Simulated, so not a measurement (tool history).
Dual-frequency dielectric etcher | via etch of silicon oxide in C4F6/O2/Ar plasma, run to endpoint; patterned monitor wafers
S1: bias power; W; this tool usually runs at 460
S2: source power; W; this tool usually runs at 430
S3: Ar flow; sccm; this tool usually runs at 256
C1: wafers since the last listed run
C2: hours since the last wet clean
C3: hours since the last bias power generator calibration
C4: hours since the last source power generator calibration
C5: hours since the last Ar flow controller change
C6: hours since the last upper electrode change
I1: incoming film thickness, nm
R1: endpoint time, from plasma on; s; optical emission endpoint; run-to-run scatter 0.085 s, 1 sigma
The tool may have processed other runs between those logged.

Run 1, hour 0: usual settings; C1 0; C2 343.3; C3 3168.3; C4 1280.1; C5 86.9; C6 74.3; I1 70.3. Result: R1 14.3 s.
Run 2, hour 25: usual settings; C1 236; C2 368.3; C3 3193.3; C4 1305.1; C5 111.9; C6 99.3; I1 69.4. Result: R1 14.1 s.
Run 3, hour 57.2: usual settings; C1 304; C2 400.5; C3 3225.5; C4 1337.3; C5 144.1; C6 131.5; I1 70. Result: R1 14.3 s.
At hour 81.6: wet clean of the chamber.
At hour 84.9: bias power generator calibrated.
Run 4, hour 109.1: usual settings; C1 233; C2 27.5; C3 24.2; C4 1389.2; C5 196; C6 183.4; I1 70.6. Result: R1 15 s.
Run 5, hour 158.2: usual settings; C1 464; C2 76.6; C3 73.3; C4 1438.3; C5 245.1; C6 232.5; I1 69.9. Result: R1 14.7 s.
Run 6, hour 198.1: usual settings; C1 377; C2 116.5; C3 113.2; C4 1478.2; C5 285; C6 272.4; I1 70.3. Result: R1 14.8 s.
Run 7, hour 249.8: usual settings; C1 489; C2 168.2; C3 164.9; C4 1529.9; C5 336.7; C6 324.1; I1 70.3. Result: R1 14.7 s.
At hour 284: source power generator calibrated.
Run 8, hour 300: usual settings but S2 480 W; C1 437; C2 218.4; C3 215.1; C4 16; C5 386.9; C6 374.3; I1 70.1. Result: R1 14 s.
Run 9, hour 368.2: usual settings but S1 491 W, S2 490 W; C1 645; C2 286.6; C3 283.3; C4 84.2; C5 455.1; C6 442.5; I1 69.5. Result: R1 13.5 s.
Run 10, hour 418.5: usual settings but S2 470 W, S3 224 sccm; C1 476; C2 336.9; C3 333.6; C4 134.5; C5 505.4; C6 492.8; I1 70.3. Result: R1 13.9 s.
At hour 458.9: wet clean of the chamber.
Run 11, hour 459.4: usual settings but S1 508 W, S2 330 W; C1 159; C2 0.5; C3 374.5; C4 175.4; C5 546.3; C6 533.7; I1 70.1. Result: R1 16 s.
Run 12, hour 505.8: usual settings; C1 439; C2 46.9; C3 420.9; C4 221.8; C5 592.7; C6 580.1; I1 70.1. Result: R1 14.7 s.
Run 13, hour 532.1: usual settings but S1 560 W, S2 370 W; C1 248; C2 73.2; C3 447.2; C4 248.1; C5 619; C6 606.4; I1 70.1. Result: R1 14.8 s.
Run 14, hour 575.9: usual settings but S2 460 W, S3 279 sccm; C1 414; C2 117; C3 491; C4 291.9; C5 662.8; C6 650.2; I1 70.9. Result: R1 14.5 s.
Run 15, hour 610: usual settings; C1 322; C2 151.1; C3 525.1; C4 326; C5 696.9; C6 684.3; I1 69.2. Result: R1 14.5 s.
Run 16, hour 689.5: usual settings but S2 340 W; C1 752; C2 230.6; C3 604.6; C4 405.5; C5 776.4; C6 763.8; I1 70.4. Result: R1 15.8 s.
Run 17, hour 743.7: usual settings but S2 330 W; C1 513; C2 284.8; C3 658.8; C4 459.7; C5 830.6; C6 818; I1 70. Result: R1 15.7 s.
Run 18, hour 777: usual settings; C1 315; C2 318.1; C3 692.1; C4 493; C5 863.9; C6 851.3; I1 68.8. Result: R1 14 s.
At hour 809.7: wet clean of the chamber.
Run 19, hour 810.2: usual settings but S1 418 W; C1 87; C2 0.5; C3 725.3; C4 526.2; C5 897.1; C6 884.5; I1 69.8. Result: R1 15.1 s.
Run 20, hour 844.6: usual settings but S1 545 W; C1 325; C2 34.9; C3 759.7; C4 560.6; C5 931.5; C6 918.9; I1 70.2. Result: R1 14.4 s.
Run 21, hour 898.1: usual settings; C1 506; C2 88.4; C3 813.2; C4 614.1; C5 985; C6 972.4; I1 69.4. Result: R1 14.4 s.
Run 22, hour 956.5: usual settings but S1 565 W, S2 530 W, S3 222 sccm; C1 552; C2 146.8; C3 871.6; C4 672.5; C5 1043.4; C6 1030.8; I1 70.7. Result: R1 12.7 s.
Run 23, hour 990: usual settings but S1 510 W, S2 340 W, S3 200 sccm; C1 317; C2 180.3; C3 905.1; C4 706; C5 1076.9; C6 1064.3; I1 69.9. Result: R1 15.2 s.
Run 24, hour 1048.4: usual settings but S1 352 W, S2 520 W; C1 552; C2 238.7; C3 963.5; C4 764.4; C5 1135.3; C6 1122.7; I1 69.9. Result: R1 14.1 s.
Run 25, hour 1076.5: usual settings; C1 266; C2 266.8; C3 991.6; C4 792.5; C5 1163.4; C6 1150.8; I1 70. Result: R1 14.3 s.
Run 26, hour 1112.3: usual settings but S2 400 W; C1 338; C2 302.6; C3 1027.4; C4 828.3; C5 1199.2; C6 1186.6; I1 70.2. Result: R1 14.8 s.
Run 27, hour 1166.9: usual settings but S2 390 W, S3 284 sccm; C1 516; C2 357.2; C3 1082; C4 882.9; C5 1253.8; C6 1241.2; I1 69.8. Result: R1 14.8 s.
At hour 1248.8: wet clean of the chamber.
Run 28, hour 1249.3: usual settings but S1 418 W; C1 552; C2 0.5; C3 1164.4; C4 965.3; C5 1336.2; C6 1323.6; I1 70.4. Result: R1 15.4 s.
Run 29, hour 1266.7: usual settings; C1 164; C2 17.9; C3 1181.8; C4 982.7; C5 1353.6; C6 1341; I1 70.1. Result: R1 14.8 s.

Alternative continuations, all from the tool just after run 29; predict every row:
Run A, hour 1267.1: usual settings; C1 3; C2 18.3; C3 1182.2; C4 983.1; C5 1354; C6 1341.4; I1 70.6. Result: R1 ?.
Run B, hour 1267.1: usual settings but S2 400 W, S3 308 sccm; C1 3; C2 18.3; C3 1182.2; C4 983.1; C5 1354; C6 1341.4; I1 70.6. Result: R1 ?.
Run C, hour 1267.1: usual settings but S1 350 W, S2 330 W, S3 221 sccm; C1 3; C2 18.3; C3 1182.2; C4 983.1; C5 1354; C6 1341.4; I1 70.6. Result: R1 ?.
Run D, hour 1267.1: usual settings but S3 283 sccm; C1 3; C2 18.3; C3 1182.2; C4 983.1; C5 1354; C6 1341.4; I1 70.6. Result: R1 ?.

run    R1
  A  14.9
  B  15.7
  C  17.1
  D  15.1
Stripped of hidden state, with their random variation kept, the same runs would have yielded:
run    R1
  A    15
  B  15.7
  C  17.2
  D  15.2

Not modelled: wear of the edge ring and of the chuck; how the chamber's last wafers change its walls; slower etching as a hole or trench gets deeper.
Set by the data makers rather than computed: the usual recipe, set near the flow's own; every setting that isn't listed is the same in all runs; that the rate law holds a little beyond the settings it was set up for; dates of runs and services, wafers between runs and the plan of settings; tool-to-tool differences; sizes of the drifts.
